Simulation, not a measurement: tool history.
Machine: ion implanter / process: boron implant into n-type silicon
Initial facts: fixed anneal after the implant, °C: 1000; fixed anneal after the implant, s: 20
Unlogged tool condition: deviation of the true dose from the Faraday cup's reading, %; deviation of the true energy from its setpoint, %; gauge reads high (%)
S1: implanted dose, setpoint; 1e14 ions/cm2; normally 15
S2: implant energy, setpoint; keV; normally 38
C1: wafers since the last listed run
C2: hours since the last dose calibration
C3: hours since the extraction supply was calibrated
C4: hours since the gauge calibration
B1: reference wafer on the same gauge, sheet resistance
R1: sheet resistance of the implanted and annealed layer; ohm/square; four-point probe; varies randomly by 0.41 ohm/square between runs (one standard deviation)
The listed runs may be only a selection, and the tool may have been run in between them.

run 1 hour=0 | S1=15 S2=45.5 | C1=0 C2=1635.3 C3=3518 C4=106.9 | B1=100.47 | R1=84.98
run 2 hour=42 | S1=15 S2=45.5 | C1=1193 C2=1677.3 C3=3560 C4=148.9 | B1=100.84 | R1=84.61
run 3 hour=105.6 | S1=15 S2=45.5 | C1=1806 C2=1740.9 C3=3623.6 C4=212.5 | B1=101.19 | R1=84.92
run 4 hour=168.8 | S1=15 S2=38 | C1=1795 C2=1804.1 C3=3686.8 C4=275.7 | B1=101.1 | R1=86.09
run 5 hour=218.2 | S1=13.43 S2=38 | C1=1403 C2=1853.5 C3=3736.2 C4=325.1 | B1=101.52 | R1=95.05
run 6 hour=263.1 | S1=15 S2=38 | C1=1275 C2=1898.4 C3=3781.1 C4=370 | B1=101.36 | R1=86.24
run 7 hour=298.2 | S1=15 S2=38 | C1=997 C2=1933.5 C3=3816.2 C4=405.1 | B1=101.4 | R1=86.11
run 8 hour=359.5 | S1=15 S2=38 | C1=1741 C2=1994.8 C3=3877.5 C4=466.4 | B1=101.61 | R1=86.55
run 9 hour=418.6 | S1=15 S2=38 | C1=1679 C2=2053.9 C3=3936.6 C4=525.5 | B1=101.59 | R1=86.65
run 10 hour=463.1 | S1=15 S2=38 | C1=1264 C2=2098.4 C3=3981.1 C4=570 | B1=101.7 | R1=86.22
run 11 hour=513.7 | S1=16.44 S2=38 | C1=1437 C2=2149 C3=4031.7 C4=620.6 | B1=101.68 | R1=81.42
-- hour=548.1 extraction supply calibrated
run 12 hour=555.9 | S1=16.44 S2=38 | C1=971 C2=2191.2 C3=7.8 C4=662.8 | B1=101.8 | R1=80.7
run 13 hour=617.1 | S1=12.68 S2=26 | C1=1738 C2=2252.4 C3=69 C4=724 | B1=101.68 | R1=102.07
-- hour=673.9 gauge calibrated
run 14 hour=679.6 | S1=12.33 S2=44 | C1=1775 C2=2314.9 C3=131.5 C4=5.7 | B1=99.23 | R1=97.84
run 15 hour=735 | S1=17.5 S2=47 | C1=1573 C2=2370.3 C3=186.9 C4=61.1 | B1=99.71 | R1=74.33
run 16 hour=759.8 | S1=15 S2=38 | C1=704 C2=2395.1 C3=211.7 C4=85.9 | B1=99.64 | R1=85.79
run 17 hour=829.6 | S1=13.3 S2=48 | C1=1983 C2=2464.9 C3=281.5 C4=155.7 | B1=100.17 | R1=92.95
-- hour=847.5 Faraday cup replaced and dose calibrated
run 18 hour=866.4 | S1=15 S2=38 | C1=818 C2=18.9 C3=318.3 C4=192.5 | B1=100.41 | R1=85.76
run 19 hour=927.9 | S1=15 S2=26.5 | C1=1747 C2=80.4 C3=379.8 C4=254 | B1=100.47 | R1=88.63
run 20 hour=952.1 | S1=15 S2=38 | C1=687 C2=104.6 C3=404 C4=278.2 | B1=100.65 | R1=85.86
run 21 hour=1023.5 | S1=18.79 S2=38 | C1=2028 C2=176 C3=475.4 C4=349.6 | B1=100.75 | R1=72.72
run 22 hour=1059.9 | S1=11.56 S2=42.5 | C1=1034 C2=212.4 C3=511.8 C4=386 | B1=100.71 | R1=105.94
run 23 hour=1110.4 | S1=18.27 S2=48.5 | C1=1434 C2=262.9 C3=562.3 C4=436.5 | B1=101.01 | R1=72.71
run 24 hour=1149.4 | S1=12.96 S2=43 | C1=1108 C2=301.9 C3=601.3 C4=475.5 | B1=100.92 | R1=96.08

3 options for the next run, each taken on its own from the tool as it stands now. Forecast them:
run A hour=1149.8 | S1=18.65 S2=38 | C1=11 C2=302.3 C3=601.7 C4=475.9 | B1=? | R1=?
run B hour=1149.8 | S1=17.47 S2=38 | C1=11 C2=302.3 C3=601.7 C4=475.9 | B1=? | R1=?
run C hour=1149.8 | S1=12.26 S2=47 | C1=11 C2=302.3 C3=601.7 C4=475.9 | B1=? | R1=?

run=A B1=100.99 R1=72.67
run=B B1=100.99 R1=76.25
run=C B1=100.99 R1=99.59
Without the tool's hidden state the same runs would have given:
run=A R1=71.62
run=B R1=75.15
run=C R1=98.15
